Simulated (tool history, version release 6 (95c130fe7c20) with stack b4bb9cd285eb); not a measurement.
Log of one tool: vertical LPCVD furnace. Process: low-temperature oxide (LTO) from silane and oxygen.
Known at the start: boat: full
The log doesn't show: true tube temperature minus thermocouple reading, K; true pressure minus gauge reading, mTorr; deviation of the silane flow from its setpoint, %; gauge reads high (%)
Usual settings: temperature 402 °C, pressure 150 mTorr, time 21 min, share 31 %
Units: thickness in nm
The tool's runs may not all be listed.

run   hour  temperature  pressure  time  share  wafers since the last listed run  hours since the last temperature calibration  hours since the pressure gauge was zeroed  hours since the silane flow controller was replaced  hours since the gauge calibration  read-back reference wafer on the same gauge, thickness  thickness
  1      0          402       150    21     31                                 0                                        1136.5                                     2889.4                                               6779.2                                165                                                  103.83      90.46
  2   21.2          402       150    21     31                               405                                        1157.7                                     2910.6                                               6800.4                              186.2                                                  103.72      90.07
  3   34.7          402       150    21     31                               258                                        1171.2                                     2924.1                                               6813.9                              199.7                                                  103.78      90.69
  4   63.9          402       150    21     31                               558                                        1200.4                                     2953.3                                               6843.1                              228.9                                                  103.84      90.52
  5   94.3          402       150    21     31                               581                                        1230.8                                     2983.7                                               6873.5                              259.3                                                  103.73      90.51
  6  107.8          402       150    21     31                               258                                        1244.3                                     2997.2                                                 6887                              272.8                                                  103.84      90.55
  7  136.8          402       150    21     31                               554                                        1273.3                                     3026.2                                                 6916                              301.8                                                  103.82      90.92
  8  165.6          402       150    21     31                               550                                        1302.1                                       3055                                               6944.8                              330.6                                                   103.9      90.75
  9  178.6          402       150    21     31                               248                                        1315.1                                       3068                                               6957.8                              343.6                                                  103.82      90.98
 10  209.6          402       150    21     31                               592                                        1346.1                                       3099                                               6988.8                              374.6                                                  103.79      90.96
 11  238.3          406       150    21     31                               549                                        1374.8                                     3127.7                                               7017.5                              403.3                                                   103.8      95.26
     246.4  -- gauge calibrated
 12  260.4          406       150    21     31                               422                                        1396.9                                     3149.8                                               7039.6                                 14                                                  103.77      95.45
     294.8  -- silane flow controller replaced
 13  295.3          402       150    21     31                               208                                        1431.8                                     3184.7                                                  0.5                               48.9                                                  103.76      91.03
 14  300.7          402       150    21     31                               103                                        1437.2                                     3190.1                                                  5.9                               54.3                                                  103.81      91.54
 15  331.7          402       150    21     31                               592                                        1468.2                                     3221.1                                                 36.9                               85.3                                                  103.74      91.13
 16    358          398       150  28.5     29                               503                                        1494.5                                     3247.4                                                 63.2                              111.6                                                  103.82     106.87
 17  374.1          402       150  23.5     31                               307                                        1510.6                                     3263.5                                                 79.3                              127.7                                                  103.85     102.63
 18  391.4          402       150    14     31                               330                                        1527.9                                     3280.8                                                 96.6                                145                                                  103.82      60.89
 19  423.8          392       175    21     33                               619                                        1560.3                                     3313.2                                                  129                              177.4                                                  103.77     103.71
     452.8  -- thermocouples replaced and temperature profile calibrated
 20  462.5          402       150    21     31                               281                                           9.7                                     3351.9                                                167.7                              216.1                                                  103.88      94.76
 21    487          402       135    21     31                               468                                          34.2                                     3376.4                                                192.2                              240.6                                                  103.76      84.82
 22  521.4          402       150    21     31                               658                                          68.6                                     3410.8                                                226.6                                275                                                  103.72      94.17
 23  539.4          402       150    21     31                               344                                          86.6                                     3428.8                                                244.6                                293                                                  103.78      94.11
     586.7  -- thermocouples replaced and temperature profile calibrated, repeated, since the last time left the tool worse
     590.5  -- pressure gauge zeroed
 24    591          402       150    21     31                               455                                           4.3                                        0.5                                                296.2                              344.6                                                  103.77      89.42
 25  594.2          407       150    15     31                                61                                           7.5                                        3.7                                                299.4                              347.8                                                  103.87      67.34
 26    611          411       125    21     37                               321                                          24.3                                       20.5                                                316.2                              364.6                                                   103.8      104.4
 27  625.7          402       130  28.5     31                               281                                            39                                       35.2                                                330.9                              379.3                                                   103.8     105.05
 28  658.7          402       165    21     31                               631                                            72                                       68.2                                                363.9                              412.3                                                  103.83      98.01
 29  744.4          402       150  24.5     31                              1639                                         157.7                                      153.9                                                449.6                                498                                                  103.83     104.51

Hidden state at the last listed run before each entry between runs and at the first one after, where it differs:
Between runs 11 and 12: gauge calibrated (hour 246.4)
  true tube temperature minus thermocouple reading, K: 2.01 -> 2.08
  measured less the result without the state, thickness: +2.18 -> +2.26 nm
Between runs 12 and 13: silane flow controller replaced (hour 294.8)
  true tube temperature minus thermocouple reading, K: 2.08 -> 2.18
  measured less the result without the state, thickness: +2.26 -> +2.28 nm
Between runs 19 and 20: thermocouples replaced and temperature profile calibrated (hour 452.8)
  true tube temperature minus thermocouple reading, K: 2.57 -> 5.18
  measured less the result without the state, thickness: +3.14 -> +5.54 nm
Between runs 23 and 24: thermocouples replaced and temperature profile calibrated, repeated, since the last time left the tool worse (hour 586.7); pressure gauge zeroed (hour 590.5)
  true tube temperature minus thermocouple reading, K: 5.19 -> 0.25
  measured less the result without the state, thickness: +5.5 -> +0.26 nm

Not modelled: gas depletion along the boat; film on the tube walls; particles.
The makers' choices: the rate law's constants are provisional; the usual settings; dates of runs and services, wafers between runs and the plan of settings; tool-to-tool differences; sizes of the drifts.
